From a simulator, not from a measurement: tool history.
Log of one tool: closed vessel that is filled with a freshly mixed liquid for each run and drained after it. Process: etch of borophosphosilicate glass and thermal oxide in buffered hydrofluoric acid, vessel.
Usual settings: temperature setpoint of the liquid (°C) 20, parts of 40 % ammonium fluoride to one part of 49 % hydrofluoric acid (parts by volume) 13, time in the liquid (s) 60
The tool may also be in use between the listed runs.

run	hour	temperature setpoint of the liquid (°C)	parts of 40 % ammonium fluoride to one part of 49 % hydrofluoric acid (parts by volume)	time in the liquid (s)	read-back film thickness of the borophosphosilicate glass reference wafer, read on the same gauge (nm)	read-back film thickness of the thermal oxide reference wafer, read on the same gauge (nm)	thickness taken off the borophosphosilicate glass on a monitor wafer (nm)	thickness taken off the thermal oxide on a monitor wafer (nm)
1	0	20	13	60	80.02	69.98	107.05	40.1
2	46.8	20	13	60	80.03	70.02	105.44	39.29
3	95.4	20	13	60	80.03	69.98	107.75	39.34
4	131.7	20	13	60	79.93	70	107.86	39.72
5	213.7	20	13	60	80	69.98	105.25	39.43
6	522	24	13	60	80	70	132.71	48.89
7	576.6	17.5	13	60	79.93	70	94.11	34.19
# hour 594.7: hydrofluoric acid flow meter replaced
8	639.5	20	13	60	80	70	107.67	39.38
9	743	20	13	60	80.05	69.99	108.34	39.43
# hour 1019.9: thermometer replaced
10	1054.2	20	13	60	80.04	69.99	106.98	39.18
11	1119.3	20	13	60	80	70.02	108.91	38.81
12	1161	23	13	60	79.99	70	125.37	45.84
13	1211.1	17.5	13	70	80.04	70.04	109.35	39.93
14	1284	20	13	45	79.96	70.03	81.15	29.73
15	1323.3	24.5	10	80	80.05	69.97	235.23	86.97
16	1377.7	20	16	40	79.99	70	58.45	21.19
17	1453.2	21.5	17	60	80.06	70.02	89.1	33.26
# hour 1461.6: gauge calibrated
# hour 1505.2: hydrofluoric acid flow meter replaced
18	1558.5	20	13	60	79.97	69.96	106.68	40.42
19	1796.2	17	14.5	30	80	70.03	40.8	15.11
20	1840.8	20	13	60	80	69.99	109.59	39.71
21	1910.5	22	11	40	80.07	70.03	93.73	35.08
22	1987.9	17	13	60	80.02	69.99	90.8	33.66
23	2026.4	24.5	10	80	80	70.01	234.66	86.3
24	2297.8	20	13	60	79.96	70	107.02	38.94
# hour 2371: hydrofluoric acid flow meter replaced
25	2397.4	23.5	13	45	79.95	69.98	96.85	36.2
26	2434.1	22.5	13	95	79.96	70	196.61	71.58

3 ways to go on from here, each from the tool as it stands after run 26. What would each give?
A	2434.8	20	13	60	?	?	?	?
B	2434.8	24	10	85	?	?	?	?
C	2434.8	23	9.5	30	?	?	?	?

run	read-back film thickness of the borophosphosilicate glass reference wafer, read on the same gauge (nm)	read-back film thickness of the thermal oxide reference wafer, read on the same gauge (nm)	thickness taken off the borophosphosilicate glass on a monitor wafer (nm)	thickness taken off the thermal oxide on a monitor wafer (nm)
A	79.97	69.97	106.43	38.94
B	79.97	69.97	242.8	88.91
C	79.97	69.97	83.89	30.69
Without the tool's hidden state the same runs would have given:
run	thickness taken off the borophosphosilicate glass on a monitor wafer (nm)	thickness taken off the thermal oxide on a monitor wafer (nm)
A	106.43	38.94
B	242.8	88.91
C	83.89	30.69
